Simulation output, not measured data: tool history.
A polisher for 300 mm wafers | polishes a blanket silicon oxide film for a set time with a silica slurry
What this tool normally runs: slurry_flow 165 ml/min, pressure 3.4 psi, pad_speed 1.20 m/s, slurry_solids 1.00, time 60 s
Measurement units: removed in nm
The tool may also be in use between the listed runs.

run	day	slurry_flow	pressure	pad_speed	slurry_solids	time	incoming thickness of the incoming film, nm	removed
1	0.000	165	3.4	1.20	1.00	60	1082.5	145.6
2	1.242	165	3.4	1.20	1.00	60	1072.1	143.5
3	2.500	165	3.4	1.20	1.00	60	1078.5	144.6
4	3.183	165	3.4	1.20	1.00	60	1057.1	145.4
5	3.883	165	3.4	1.20	1.00	60	1087.2	143.4
# day 4.504: slurry blender recalibrated
# day 4.654: worn pad replaced by a new one
6	5.288	165	3.4	1.20	1.00	60	1061.5	160.8
7	6.667	165	3.4	1.20	1.00	60	1071.5	151.3
8	7.404	165	3.4	1.20	1.00	60	1086.9	152.2
# day 8.612: slurry nozzle cleaned
9	8.671	165	3.4	1.20	1.00	60	1054.1	152.9
10	9.683	165	4.0	1.20	1.00	60	1090.0	176.3
# day 10.871: worn pad replaced by a new one
11	11.100	165	2.7	1.20	1.00	74	1076.7	144.1
12	11.967	165	3.9	1.20	1.00	81	1072.2	227.2
# day 15.075: head pressure recalibrated
13	15.433	200	3.1	1.20	1.00	60	1072.6	130.7
# day 15.729: conditioning disc replaced and pad reconditioned
14	15.975	135	3.4	1.56	1.10	60	1063.3	177.8
15	17.358	165	3.4	1.42	0.80	60	1071.4	139.4
16	17.950	120	3.4	1.20	1.00	60	1077.4	131.6
# day 18.138: worn pad replaced by a new one
# day 18.979: slurry nozzle cleaned
# day 19.004: slurry blender recalibrated
17	19.142	140	2.5	1.20	1.00	60	1080.3	117.0
18	19.879	165	3.4	1.20	1.25	51	1072.6	152.1
19	20.983	165	3.4	1.20	1.00	60	1070.1	156.9
20	22.450	165	3.4	0.94	0.80	77	1069.4	146.3
21	23.121	165	4.5	0.82	0.80	72	1090.7	165.6
22	23.979	120	3.4	1.20	1.00	60	1059.3	141.8
# day 25.104: worn pad replaced by a new one
23	25.125	165	3.4	1.20	1.00	60	1068.5	143.9

Run 24, settings as shown, results not yet in. Your forecast:
24	26.288	165	2.9	1.20	1.00	60	1062.6	?

{"run 24": {"removed": 125.6}}
With no hidden state in the tool, this same run would have given removed 145.3 nm.

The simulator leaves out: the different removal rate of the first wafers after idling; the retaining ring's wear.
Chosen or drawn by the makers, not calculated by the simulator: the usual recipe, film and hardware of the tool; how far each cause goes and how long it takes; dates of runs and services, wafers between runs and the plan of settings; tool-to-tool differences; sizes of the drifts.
